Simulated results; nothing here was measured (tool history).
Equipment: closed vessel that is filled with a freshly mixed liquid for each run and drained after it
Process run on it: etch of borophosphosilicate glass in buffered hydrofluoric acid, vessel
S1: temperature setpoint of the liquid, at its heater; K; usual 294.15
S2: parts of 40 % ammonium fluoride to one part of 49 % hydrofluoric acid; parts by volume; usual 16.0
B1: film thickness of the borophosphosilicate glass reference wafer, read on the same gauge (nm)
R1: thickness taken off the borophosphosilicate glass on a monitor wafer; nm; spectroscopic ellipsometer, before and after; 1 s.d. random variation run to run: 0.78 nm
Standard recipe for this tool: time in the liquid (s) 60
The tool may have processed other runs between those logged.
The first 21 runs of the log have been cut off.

At hour 340.6: hydrofluoric acid flow meter replaced.
At hour 340.8: gauge calibrated.
Run 22, hour 348.7: usual settings but S2 21.5 parts by volume; B1 29.98. Result: R1 73.69 nm.
Run 23, hour 360.7: usual settings but S1 290.15 K, S2 17.5 parts by volume, time in the liquid (s) 35; B1 30.00. Result: R1 41.63 nm.
Run 24, hour 371.2: usual settings; B1 29.99. Result: R1 96.58 nm.
At hour 380.8: thermometer replaced.
Run 25, hour 385.5: usual settings but S1 292.15 K; B1 30.01. Result: R1 87.09 nm.
Run 26, hour 394.2: usual settings but S2 18.0 parts by volume; B1 30.01. Result: R1 86.69 nm.
Run 27, hour 426.6: usual settings; B1 30.01. Result: R1 97.89 nm.
Run 28, hour 439.9: usual settings but S2 18.0 parts by volume, time in the liquid (s) 45; B1 30.00. Result: R1 64.65 nm.
Run 29, hour 449.5: usual settings; B1 29.99. Result: R1 98.15 nm.
Run 30, hour 458.3: usual settings; B1 30.01. Result: R1 97.88 nm.
Run 31, hour 474.6: usual settings; B1 29.99. Result: R1 98.95 nm.
Run 32, hour 483.6: usual settings but S1 290.65 K, S2 12.0 parts by volume, time in the liquid (s) 30; B1 30.00. Result: R1 53.23 nm.
Run 33, hour 498.3: usual settings but S1 298.15 K, S2 14.0 parts by volume, time in the liquid (s) 85; B1 30.00. Result: R1 196.11 nm.

3 ways to go on from here, each from the tool as it stands after run 33. What would each give?
Run A, hour 499.0: usual settings; B1 ?. Result: R1 ?.
Run B, hour 499.0: usual settings but S2 10.0 parts by volume, time in the liquid (s) 50; B1 ?. Result: R1 ?.
Run C, hour 499.0: usual settings but S1 298.65 K, S2 13.5 parts by volume, time in the liquid (s) 90; B1 ?. Result: R1 ?.

run     B1      R1
  A  30.02   96.83
  B  30.02  128.22
  C  30.02  219.32
What these runs would have given with no unlogged condition in the tool:
run      R1
  A   96.83
  B  128.22
  C  219.32
